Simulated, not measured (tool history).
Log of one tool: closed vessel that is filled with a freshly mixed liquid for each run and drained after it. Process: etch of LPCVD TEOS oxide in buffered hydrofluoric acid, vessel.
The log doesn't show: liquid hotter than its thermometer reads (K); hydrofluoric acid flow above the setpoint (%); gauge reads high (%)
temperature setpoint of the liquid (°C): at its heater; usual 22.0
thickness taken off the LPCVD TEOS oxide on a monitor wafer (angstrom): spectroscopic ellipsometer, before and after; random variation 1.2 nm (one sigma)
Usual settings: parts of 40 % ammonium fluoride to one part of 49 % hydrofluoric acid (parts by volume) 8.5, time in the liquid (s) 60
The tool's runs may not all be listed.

| run | hour | temperature setpoint of the liquid (°C) | parts of 40 % ammonium fluoride to one part of 49 % hydrofluoric acid (parts by volume) | time in the liquid (s) | wafers since the last listed run | hours since the thermometer was replaced | hours since the hydrofluoric acid flow meter was replaced | hours since the gauge calibration | read-back film thickness of the LPCVD TEOS oxide reference wafer, read on the same gauge (nm) | thickness taken off the LPCVD TEOS oxide on a monitor wafer (angstrom) |
|---|---|---|---|---|---|---|---|---|---|---|
| 1 | 0.0 | 22.0 | 10.5 | 60 | 0 | 316.7 | 2057.8 | 550.1 | 98.22 | 1301.7 |
| 2 | 16.3 | 22.0 | 10.5 | 60 | 1560 | 333.0 | 2074.1 | 566.4 | 98.16 | 1290.2 |
| 3 | 45.5 | 22.0 | 11.0 | 60 | 2795 | 362.2 | 2103.3 | 595.6 | 98.04 | 1208.1 |
| 4 | 75.9 | 22.0 | 8.5 | 60 | 2910 | 392.6 | 2133.7 | 626.0 | 97.91 | 1497.4 |
| 5 | 95.4 | 22.0 | 8.5 | 60 | 1866 | 412.1 | 2153.2 | 645.5 | 97.83 | 1527.1 |
| 6 | 112.1 | 22.0 | 9.5 | 60 | 1598 | 428.8 | 2169.9 | 662.2 | 97.75 | 1375.4 |
|  | 128.8 | hydrofluoric acid flow meter replaced |
| 7 | 129.5 | 23.5 | 8.5 | 60 | 1570 | 446.2 | 0.7 | 679.6 | 97.71 | 1647.7 |
| 8 | 156.7 | 23.5 | 8.5 | 60 | 2604 | 473.4 | 27.9 | 706.8 | 97.56 | 1635.5 |
| 9 | 183.1 | 22.0 | 8.5 | 60 | 2527 | 499.8 | 54.3 | 733.2 | 97.48 | 1535.1 |
| 10 | 210.0 | 22.0 | 8.5 | 60 | 2575 | 526.7 | 81.2 | 760.1 | 97.38 | 1523.4 |
| 11 | 222.4 | 22.0 | 8.5 | 60 | 1187 | 539.1 | 93.6 | 772.5 | 97.32 | 1521.7 |
|  | 232.5 | thermometer replaced |
| 12 | 255.2 | 22.0 | 8.5 | 60 | 3044 | 22.7 | 126.4 | 805.3 | 97.18 | 1518.7 |
| 13 | 272.6 | 22.0 | 8.5 | 45 | 1665 | 40.1 | 143.8 | 822.7 | 97.12 | 1148.9 |
| 14 | 293.8 | 22.0 | 8.5 | 60 | 2029 | 61.3 | 165.0 | 843.9 | 97.04 | 1521.9 |
| 15 | 380.6 | 20.5 | 8.5 | 40 | 8310 | 148.1 | 251.8 | 930.7 | 96.68 | 926.0 |
| 16 | 414.1 | 19.0 | 7.0 | 40 | 3207 | 181.6 | 285.3 | 964.2 | 96.57 | 1053.7 |
| 17 | 428.2 | 22.0 | 8.5 | 60 | 1349 | 195.7 | 299.4 | 978.3 | 96.50 | 1500.6 |
| 18 | 457.6 | 22.0 | 8.5 | 60 | 2814 | 225.1 | 328.8 | 1007.7 | 96.41 | 1502.7 |
| 19 | 484.8 | 27.0 | 5.5 | 60 | 2604 | 252.3 | 356.0 | 1034.9 | 96.27 | 2967.4 |
| 20 | 504.5 | 25.0 | 5.0 | 50 | 1886 | 272.0 | 375.7 | 1054.6 | 96.20 | 2434.9 |
| 21 | 534.9 | 20.0 | 6.0 | 40 | 2910 | 302.4 | 406.1 | 1085.0 | 96.08 | 1258.5 |
| 22 | 569.6 | 19.0 | 7.5 | 60 | 3322 | 337.1 | 440.8 | 1119.7 | 95.92 | 1448.3 |
|  | 579.5 | gauge calibrated |
| 23 | 589.1 | 24.0 | 6.5 | 90 | 1866 | 356.6 | 460.3 | 9.6 | 99.78 | 3455.5 |
| 24 | 612.5 | 22.0 | 8.5 | 60 | 2240 | 380.0 | 483.7 | 33.0 | 99.66 | 1548.6 |
| 25 | 635.0 | 22.0 | 8.5 | 60 | 2154 | 402.5 | 506.2 | 55.5 | 99.59 | 1545.0 |
| 26 | 660.3 | 26.0 | 7.5 | 85 | 2422 | 427.8 | 531.5 | 80.8 | 99.50 | 3184.9 |
| 27 | 683.3 | 24.5 | 11.0 | 60 | 2202 | 450.8 | 554.5 | 103.8 | 99.41 | 1446.4 |
| 28 | 752.7 | 19.5 | 8.5 | 50 | 6644 | 520.2 | 623.9 | 173.2 | 99.15 | 1121.3 |
| 29 | 769.9 | 22.0 | 6.5 | 60 | 1646 | 537.4 | 641.1 | 190.4 | 99.07 | 1997.5 |
| 30 | 785.7 | 26.5 | 11.5 | 30 | 1512 | 553.2 | 656.9 | 206.2 | 99.00 | 746.3 |
| 31 | 818.9 | 20.5 | 8.5 | 60 | 3178 | 586.4 | 690.1 | 239.4 | 98.88 | 1422.8 |
| 32 | 844.2 | 22.0 | 8.5 | 80 | 2422 | 611.7 | 715.4 | 264.7 | 98.75 | 2039.4 |
|  | 852.5 | thermometer replaced |
| 33 | 916.4 | 25.0 | 6.5 | 40 | 6816 | 63.9 | 787.6 | 336.9 | 98.47 | 1589.4 |

Forecast each of these 4 alternatives for the next run:
| A | 917.1 | 22.0 | 7.0 | 60 | 67 | 64.6 | 788.3 | 337.6 | ? | ? |
| B | 917.1 | 25.0 | 8.5 | 60 | 67 | 64.6 | 788.3 | 337.6 | ? | ? |
| C | 917.1 | 25.5 | 6.0 | 50 | 67 | 64.6 | 788.3 | 337.6 | ? | ? |
| D | 917.1 | 17.0 | 10.0 | 30 | 67 | 64.6 | 788.3 | 337.6 | ? | ? |

| run | read-back film thickness of the LPCVD TEOS oxide reference wafer, read on the same gauge (nm) | thickness taken off the LPCVD TEOS oxide on a monitor wafer (angstrom) |
|---|---|---|
| A | 98.48 | 1881.8 |
| B | 98.48 | 1797.2 |
| C | 98.48 | 2169.0 |
| D | 98.48 | 506.5 |
Without the tool's hidden state the same runs would have given:
| run | thickness taken off the LPCVD TEOS oxide on a monitor wafer (angstrom) |
|---|---|
| A | 1910.8 |
| B | 1824.9 |
| C | 2202.5 |
| D | 514.3 |
